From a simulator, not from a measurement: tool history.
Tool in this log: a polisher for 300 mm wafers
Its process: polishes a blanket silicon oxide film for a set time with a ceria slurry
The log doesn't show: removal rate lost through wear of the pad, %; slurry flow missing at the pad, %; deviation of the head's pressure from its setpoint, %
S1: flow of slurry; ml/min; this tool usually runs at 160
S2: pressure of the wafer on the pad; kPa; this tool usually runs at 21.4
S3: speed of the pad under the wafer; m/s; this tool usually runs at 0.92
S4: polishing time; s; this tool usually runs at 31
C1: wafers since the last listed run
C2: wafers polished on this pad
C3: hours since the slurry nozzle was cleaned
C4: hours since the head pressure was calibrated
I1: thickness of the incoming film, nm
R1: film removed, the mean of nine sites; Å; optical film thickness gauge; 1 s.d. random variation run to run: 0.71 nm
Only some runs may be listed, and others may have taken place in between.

run 1 hour=0.0 | S1=160 S2=21.4 S3=1.04 S4=31 | C1=0 C2=1244 C3=210.8 C4=410.4 | I1=1314.8 | R1=1139
run 2 hour=43.4 | S1=160 S2=21.4 S3=1.04 S4=31 | C1=323 C2=1568 C3=254.2 C4=453.8 | I1=1318.6 | R1=1135
-- hour=83.4 worn pad replaced by a new one
run 3 hour=137.3 | S1=160 S2=21.4 S3=1.04 S4=31 | C1=669 C2=401 C3=348.1 C4=547.7 | I1=1321.4 | R1=1152
-- hour=139.6 slurry nozzle cleaned
run 4 hour=213.2 | S1=135 S2=21.4 S3=0.92 S4=31 | C1=558 C2=960 C3=73.6 C4=623.6 | I1=1318.6 | R1=979
run 5 hour=276.0 | S1=135 S2=21.4 S3=0.92 S4=31 | C1=467 C2=1428 C3=136.4 C4=686.4 | I1=1329.8 | R1=988
-- hour=320.6 worn pad replaced by a new one
run 6 hour=321.1 | S1=135 S2=21.4 S3=0.92 S4=31 | C1=306 C2=3 C3=181.5 C4=731.5 | I1=1306.6 | R1=991
-- hour=405.2 head pressure recalibrated
run 7 hour=451.4 | S1=160 S2=24.1 S3=0.92 S4=31 | C1=956 C2=960 C3=311.8 C4=46.2 | I1=1317.0 | R1=1116
-- hour=478.1 slurry nozzle cleaned
run 8 hour=495.8 | S1=160 S2=24.1 S3=0.92 S4=31 | C1=323 C2=1283 C3=17.7 C4=90.6 | I1=1317.2 | R1=1102
-- hour=524.2 worn pad replaced by a new one
run 9 hour=596.8 | S1=160 S2=19.3 S3=0.92 S4=31 | C1=722 C2=540 C3=118.7 C4=191.6 | I1=1286.7 | R1=923
run 10 hour=680.4 | S1=160 S2=18.6 S3=0.92 S4=31 | C1=623 C2=1163 C3=202.3 C4=275.2 | I1=1317.7 | R1=898
run 11 hour=725.6 | S1=115 S2=21.4 S3=0.92 S4=31 | C1=336 C2=1500 C3=247.5 C4=320.4 | I1=1322.4 | R1=943

For run 12, what comes out?
run 12 hour=773.7 | S1=160 S2=21.4 S3=1.04 S4=41 | C1=358 C2=1859 C3=295.6 C4=368.5 | I1=1310.5 | R1=?

Run 12 produced R1 1512 Å.
Were there no unlogged condition in the tool, this run, its random variation unchanged, would have produced R1 1501 Å.
